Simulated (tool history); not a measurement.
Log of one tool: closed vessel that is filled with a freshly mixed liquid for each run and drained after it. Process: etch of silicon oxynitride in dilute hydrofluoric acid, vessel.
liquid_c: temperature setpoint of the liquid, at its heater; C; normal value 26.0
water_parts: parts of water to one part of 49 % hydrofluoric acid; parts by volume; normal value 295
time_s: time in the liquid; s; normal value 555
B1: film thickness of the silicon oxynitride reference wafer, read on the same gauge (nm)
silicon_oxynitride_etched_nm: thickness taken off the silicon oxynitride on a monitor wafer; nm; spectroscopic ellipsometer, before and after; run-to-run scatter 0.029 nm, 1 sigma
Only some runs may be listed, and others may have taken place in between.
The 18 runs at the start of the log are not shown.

{"run": 19, "hour": 247.2, "liquid_c": 26.0, "water_parts": 295, "time_s": 555, "B1": 90.0, "silicon_oxynitride_etched_nm": 3.7}
{"hour": 250.3, "done": "gauge calibrated"}
{"run": 20, "hour": 262.8, "liquid_c": 30.0, "water_parts": 240, "time_s": 555, "B1": 89.983, "silicon_oxynitride_etched_nm": 5.637}
{"hour": 279.3, "done": "hydrofluoric acid flow meter replaced"}
{"run": 21, "hour": 279.7, "liquid_c": 28.5, "water_parts": 340, "time_s": 760, "B1": 90.011, "silicon_oxynitride_etched_nm": 5.368}
{"run": 22, "hour": 288.2, "liquid_c": 29.0, "water_parts": 400, "time_s": 380, "B1": 90.007, "silicon_oxynitride_etched_nm": 2.211}
{"run": 23, "hour": 301.5, "liquid_c": 26.0, "water_parts": 295, "time_s": 445, "B1": 90.003, "silicon_oxynitride_etched_nm": 3.354}
{"run": 24, "hour": 319.5, "liquid_c": 26.0, "water_parts": 295, "time_s": 555, "B1": 90.008, "silicon_oxynitride_etched_nm": 4.152}
{"run": 25, "hour": 332.0, "liquid_c": 30.5, "water_parts": 295, "time_s": 555, "B1": 89.988, "silicon_oxynitride_etched_nm": 4.99}
{"run": 26, "hour": 343.4, "liquid_c": 26.0, "water_parts": 295, "time_s": 555, "B1": 90.009, "silicon_oxynitride_etched_nm": 4.154}
{"run": 27, "hour": 355.4, "liquid_c": 26.0, "water_parts": 295, "time_s": 555, "B1": 89.997, "silicon_oxynitride_etched_nm": 4.137}
{"run": 28, "hour": 362.6, "liquid_c": 22.0, "water_parts": 295, "time_s": 555, "B1": 90.017, "silicon_oxynitride_etched_nm": 3.535}
{"run": 29, "hour": 380.6, "liquid_c": 30.0, "water_parts": 295, "time_s": 555, "B1": 90.024, "silicon_oxynitride_etched_nm": 4.808}
{"run": 30, "hour": 396.7, "liquid_c": 24.5, "water_parts": 365, "time_s": 790, "B1": 90.007, "silicon_oxynitride_etched_nm": 4.175}
{"run": 31, "hour": 412.1, "liquid_c": 21.0, "water_parts": 295, "time_s": 375, "B1": 90.011, "silicon_oxynitride_etched_nm": 2.212}
{"run": 32, "hour": 423.6, "liquid_c": 26.0, "water_parts": 295, "time_s": 555, "B1": 89.994, "silicon_oxynitride_etched_nm": 4.123}
{"run": 33, "hour": 436.4, "liquid_c": 23.0, "water_parts": 295, "time_s": 430, "B1": 90.014, "silicon_oxynitride_etched_nm": 2.776}

Predict each of these 3 candidate next runs independently; none follows another, all start after run 33:
{"run": "A", "hour": 437.2, "liquid_c": 29.5, "water_parts": 295, "time_s": 555, "B1": "?", "silicon_oxynitride_etched_nm": "?"}
{"run": "B", "hour": 437.2, "liquid_c": 24.0, "water_parts": 345, "time_s": 325, "B1": "?", "silicon_oxynitride_etched_nm": "?"}
{"run": "C", "hour": 437.2, "liquid_c": 24.5, "water_parts": 340, "time_s": 445, "B1": "?", "silicon_oxynitride_etched_nm": "?"}

run=A B1=90.012 silicon_oxynitride_etched_nm=4.651
run=B B1=90.012 silicon_oxynitride_etched_nm=1.796
run=C B1=90.012 silicon_oxynitride_etched_nm=2.556
Had the tool no hidden state, the same runs would have come out as:
run=A silicon_oxynitride_etched_nm=4.816
run=B silicon_oxynitride_etched_nm=1.860
run=C silicon_oxynitride_etched_nm=2.647

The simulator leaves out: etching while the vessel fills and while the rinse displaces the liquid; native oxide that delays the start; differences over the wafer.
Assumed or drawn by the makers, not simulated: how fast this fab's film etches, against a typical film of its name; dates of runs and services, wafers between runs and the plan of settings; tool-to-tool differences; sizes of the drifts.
